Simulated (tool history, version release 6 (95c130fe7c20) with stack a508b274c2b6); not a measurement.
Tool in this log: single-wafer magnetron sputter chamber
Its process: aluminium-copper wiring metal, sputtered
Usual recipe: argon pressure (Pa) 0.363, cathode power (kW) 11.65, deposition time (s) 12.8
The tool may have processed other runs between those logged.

run    hour  argon pressure (Pa)  cathode power (kW)  deposition time (s)  wafers since the last listed run  wafers on the sputter target  hours since the last manometer calibration  hours since the magnet pack was replaced  hours since the gauge calibration  read-back reference wafer on the same gauge, thickness_nm  mean film thickness on the monitor wafer (angstrom)
  1       0                0.363                  13                 12.8                                 0                            25                                       825.7                                    7063.6                              397.1                                                    254.969                                              2921.18
  2    64.2                0.363               11.65                 12.8                               878                           904                                       889.9                                    7127.8                              461.3                                                    254.887                                              2602.61
  3   131.5                0.363               11.65                 12.8                               920                          1824                                       957.2                                    7195.1                              528.6                                                    254.964                                              2601.16
  4   156.6                0.363                12.8                 12.8                               343                          2168                                       982.3                                    7220.2                              553.7                                                    255.036                                               2859.6
  5   181.2                0.363                12.8                 12.8                               336                          2504                                      1006.9                                    7244.8                              578.3                                                        255                                              2846.86
  6   218.6                0.363               11.65                 12.8                               511                          3016                                      1044.3                                    7282.2                              615.7                                                    254.951                                               2593.3
  7   256.2                0.363               11.65                 12.8                               514                          3530                                      1081.9                                    7319.8                              653.3                                                    255.092                                              2599.29
  8   292.1                0.363               11.65                 12.8                               491                          4021                                      1117.8                                    7355.7                              689.2                                                    254.966                                              2591.61
  9   322.7                0.363               13.65                 12.8                               418                          4440                                      1148.4                                    7386.3                              719.8                                                     254.93                                              3023.47
 10   349.7                0.363               12.45                 12.8                               369                          4809                                      1175.4                                    7413.3                              746.8                                                    255.074                                              2756.29
 11   401.7                0.363               12.45                 12.8                               711                          5520                                      1227.4                                    7465.3                              798.8                                                    254.873                                              2766.45
 12   431.5                0.253               11.65                 12.8                               407                          5928                                      1257.2                                    7495.1                              828.6                                                    254.939                                              2685.13
 13   481.1                0.363               11.65                 12.8                               678                          6606                                      1306.8                                    7544.7                              878.2                                                    254.901                                              2582.23
 14   533.9                0.363               11.65                 12.8                               722                          7329                                      1359.6                                    7597.5                                931                                                    255.132                                              2590.54
 15   563.8                0.363                9.35                 12.8                               408                          7738                                      1389.5                                    7627.4                              960.9                                                     254.95                                               2068.6
      611.7  -- sputter target and shields replaced
 16   633.2                0.363               11.65                 12.8                               839                           293                                      1458.9                                    7696.8                             1030.3                                                    254.884                                              2616.77
      645.9  -- gauge calibrated
      689.3  -- magnet pack replaced
 17   699.2                0.363               10.45                 14.1                               793                          1086                                      1524.9                                       9.9                               53.3                                                    255.059                                              2584.01
 18   732.9                0.363               11.65                 12.8                               460                          1547                                      1558.6                                      43.6                                 87                                                    255.037                                               2606.4
 19   794.8                0.363               11.65                 12.8                               846                          2394                                      1620.5                                     105.5                              148.9                                                    255.003                                              2595.93
 20   844.6                0.363               11.65                 12.8                               681                          3075                                      1670.3                                     155.3                              198.7                                                    255.006                                              2600.25
 21   885.2                0.363               12.45                 11.3                               555                          3631                                      1710.9                                     195.9                              239.3                                                    255.127                                              2451.75
 22   930.1                0.409               11.65                 14.1                               614                          4245                                      1755.8                                     240.8                              284.2                                                    254.924                                              2800.84
 23   992.8                0.363                10.8                 12.8                               857                          5103                                      1818.5                                     303.5                              346.9                                                    255.068                                              2405.16
     1038.3  -- capacitance manometer re-zeroed and calibrated
 24  1038.8                0.475                12.5                 12.8                               519                          5622                                         0.5                                     349.5                              392.9                                                    254.947                                              2622.35
 25  1081.2                0.408               12.75                 11.2                               579                          6202                                        42.9                                     391.9                              435.3                                                    254.964                                              2402.77
 26  1132.1                0.424               12.65                 15.1                               696                          6899                                        93.8                                     442.8                              486.2                                                    254.941                                              3199.74
     1169.7  -- sputter target and shields replaced
 27  1170.2                0.363               12.45                 12.8                               411                             6                                       131.9                                     480.9                              524.3                                                      255.1                                              2791.08

Estimate the outcome of run 28 from the log above:
 28  1312.9                0.363                12.8                 11.6                              1951                          1958                                       274.6                                     623.6                                667                                                          ?                                                    ?

{"run 28": {"read-back reference wafer on the same gauge, thickness_nm": 254.961, "mean film thickness on the monitor wafer (angstrom)": 2567.13}}
Take away the tool's hidden state, keep the run-to-run variation as it was, and the same run would have given mean film thickness on the monitor wafer (angstrom) 2588.66.

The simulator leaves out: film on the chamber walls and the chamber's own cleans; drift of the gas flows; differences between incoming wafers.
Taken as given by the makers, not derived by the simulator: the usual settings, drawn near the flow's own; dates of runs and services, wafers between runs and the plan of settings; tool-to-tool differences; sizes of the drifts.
